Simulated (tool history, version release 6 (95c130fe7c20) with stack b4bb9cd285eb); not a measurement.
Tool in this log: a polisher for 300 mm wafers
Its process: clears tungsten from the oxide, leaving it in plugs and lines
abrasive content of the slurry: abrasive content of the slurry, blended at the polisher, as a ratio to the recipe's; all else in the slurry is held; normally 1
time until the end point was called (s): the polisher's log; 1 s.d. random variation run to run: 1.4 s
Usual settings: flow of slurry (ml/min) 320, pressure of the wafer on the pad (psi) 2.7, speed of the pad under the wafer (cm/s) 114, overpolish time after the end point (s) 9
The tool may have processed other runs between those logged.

run	day	flow of slurry (ml/min)	pressure of the wafer on the pad (psi)	speed of the pad under the wafer (cm/s)	abrasive content of the slurry	overpolish time after the end point (s)	wafers since the last listed run	wafers polished on this pad	hours since the slurry nozzle was cleaned	hours since the head pressure was calibrated	hours since the slurry blender was calibrated	hours since the slurry got fresh peroxide	incoming thickness of the incoming film, nm	time until the end point was called (s)
1	0	320	2.7	114	1	9	0	439	792.8	987.1	0.6	40.6	473.6	115.5
2	0.538	320	2.7	114	1	9	60	499	805.7	1000	13.5	53.5	483.7	118.3
3	0.975	320	2.7	114	1	9	48	548	816.2	1010.5	24	64	480	118.3
4	1.442	320	2.7	114	1	11	52	600	827.4	1021.7	35.2	75.2	470.8	117.6
5	1.788	320	2.7	114	1	11	38	639	835.7	1030	43.5	83.5	479.5	120.4
6	2.483	320	2.7	114	1	11	77	716	852.4	1046.7	60.2	100.2	481	122.5
7	3.108	320	2.7	114	1.15	9	69	786	867.4	1061.7	75.2	115.2	484.7	120.7
8	3.4	320	2.7	114	1.15	9	32	819	874.4	1068.7	82.2	122.2	487.5	122.2
# day 3.654: slurry nozzle cleaned
# day 3.688: head pressure recalibrated
9	4.025	320	2.7	114	1	9	61	880	8.9	8.1	97.2	137.2	477.6	125.5
10	4.604	320	2.7	140	1	7	64	945	22.8	22	111.1	151.1	480.2	103.2
11	4.975	320	2.7	114	1.15	9	41	986	31.7	30.9	120	160	478.4	123
12	5.683	320	2.7	114	1	11	79	1066	48.7	47.9	137	177	489.6	135.2
# day 6.042: slurry tank refilled with fresh slurry and peroxide
13	6.279	410	2.4	114	0.9	9	61	1128	63	62.2	151.3	5.7	484	154.3
# day 6.529: slurry blender recalibrated
# day 6.712: worn pad replaced by a new one
14	6.733	320	2.7	114	1	12	22	2	73.9	73.1	4.9	16.6	481.6	120.3
15	6.925	320	2.7	88	1	9	21	23	78.5	77.7	9.5	21.2	478.4	152.3
16	7.338	320	2.7	76	0.75	9	46	70	88.4	87.6	19.4	31.1	488.2	191.5
17	7.95	350	3.1	114	1.1	5	68	138	103.1	102.3	34.1	45.8	484.9	102.4
18	8.629	215	3.6	150	1	14	75	214	119.4	118.6	50.4	62.1	481.5	71.9

Some steps in time until the end point was called (s) between neighbouring runs. How much of each would the tool show without its hidden state too (settings, what came in, random variation), and how much is left for the hidden state, with any gauge scatter that isn't in both results?
Hidden conditions of the tool in this case: removal rate lost through wear of the pad, %; slurry flow missing at the pad, %; deviation of the head's pressure from its setpoint, %; abrasive missing from the slurry, %; peroxide lost from the slurry, %.
Run 13 -> 14: flow of slurry (ml/min) 410 -> 320, pressure of the wafer on the pad (psi) 2.4 -> 2.7, abrasive content of the slurry 0.9 -> 1, overpolish time after the end point (s) 9 -> 12, slurry blender recalibrated, worn pad replaced by a new one. time until the end point was called (s) -34: hidden state -17.5, all else -16.5.
Run 16 -> 17: flow of slurry (ml/min) 320 -> 350, pressure of the wafer on the pad (psi) 2.7 -> 3.1, speed of the pad under the wafer (cm/s) 76 -> 114, abrasive content of the slurry 0.75 -> 1.1, overpolish time after the end point (s) 9 -> 5. time until the end point was called (s) -89.1: hidden state -1.3, all else -87.8.

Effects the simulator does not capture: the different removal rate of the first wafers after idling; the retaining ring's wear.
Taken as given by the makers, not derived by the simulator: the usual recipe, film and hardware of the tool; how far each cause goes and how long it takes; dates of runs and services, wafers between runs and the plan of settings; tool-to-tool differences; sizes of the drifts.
